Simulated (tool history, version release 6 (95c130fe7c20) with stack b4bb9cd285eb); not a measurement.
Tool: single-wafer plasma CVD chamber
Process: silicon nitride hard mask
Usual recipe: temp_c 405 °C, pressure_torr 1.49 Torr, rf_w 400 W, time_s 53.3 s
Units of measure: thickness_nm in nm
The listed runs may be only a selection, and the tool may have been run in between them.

run   hour  temp_c  pressure_torr  rf_w  time_s  read-back reference wafer on the same gauge, thickness_nm  thickness_nm
  1      0     405           1.49   400    53.3                                                     76.077        66.949
  2   18.8     405           1.49   400    53.3                                                     76.096        66.832
  3     31     405           1.62   400    53.3                                                     76.086        68.692
      33.9  -- gauge calibrated
  4   64.3     405           1.62   400    53.3                                                     76.093        68.612
  5   79.9     405           1.49   400    53.3                                                     76.099        66.985
  6    111     405           1.49   400    53.3                                                     76.114        66.965
     131.6  -- showerhead replaced
  7  146.5     405           1.49   400    53.3                                                     76.098        66.775
  8  166.9     405           1.49   400    59.8                                                     76.101        74.931
  9  193.5     417           1.49   345    53.3                                                     76.108        60.189
     208.1  -- capacitance manometer re-zeroed and calibrated
     214.2  -- thermocouple changed; heater temperature recalibrated
 10  214.7     405           1.49   400    53.3                                                     76.111        66.928
 11    242     405           1.49   400    53.3                                                     76.082        66.856
     253.3  -- gauge calibrated
 12  266.1     405           1.49   400    63.4                                                     76.111        79.251
     287.4  -- RF generator calibrated
 13  287.9     405           1.49   400    53.3                                                     76.103        70.758
 14    302     405           1.49   400    44.8                                                     76.122        59.602
 15  324.8     390            1.3   400      61                                                     76.096        77.868
 16  360.6     405            1.3   400      57                                                     76.078        72.016
 17  381.1     392           1.49   400    53.3                                                     76.085        70.746

For some of the steps in thickness_nm from one run to the next: how much would appear even if the tool had no hidden state, given the settings, what came in and random variation, and how much remains for the hidden state plus any gauge scatter that the measured result and the result without hidden state don't share?
Hidden state at play: wafer temperature above the value expected at the setpoint (K); delivered RF power above the setpoint (%); true pressure above the setpoint (%); gauge reads high (%).
Run 12 -> 13: time_s 63.4 -> 53.3, RF generator calibrated. thickness_nm -8.493 nm: hidden state +4.745, all else -13.238.
Run 14 -> 15: temp_c 405 -> 390, pressure_torr 1.49 -> 1.3, time_s 44.8 -> 61. thickness_nm +18.266 nm: hidden state -0.182, all else +18.448.

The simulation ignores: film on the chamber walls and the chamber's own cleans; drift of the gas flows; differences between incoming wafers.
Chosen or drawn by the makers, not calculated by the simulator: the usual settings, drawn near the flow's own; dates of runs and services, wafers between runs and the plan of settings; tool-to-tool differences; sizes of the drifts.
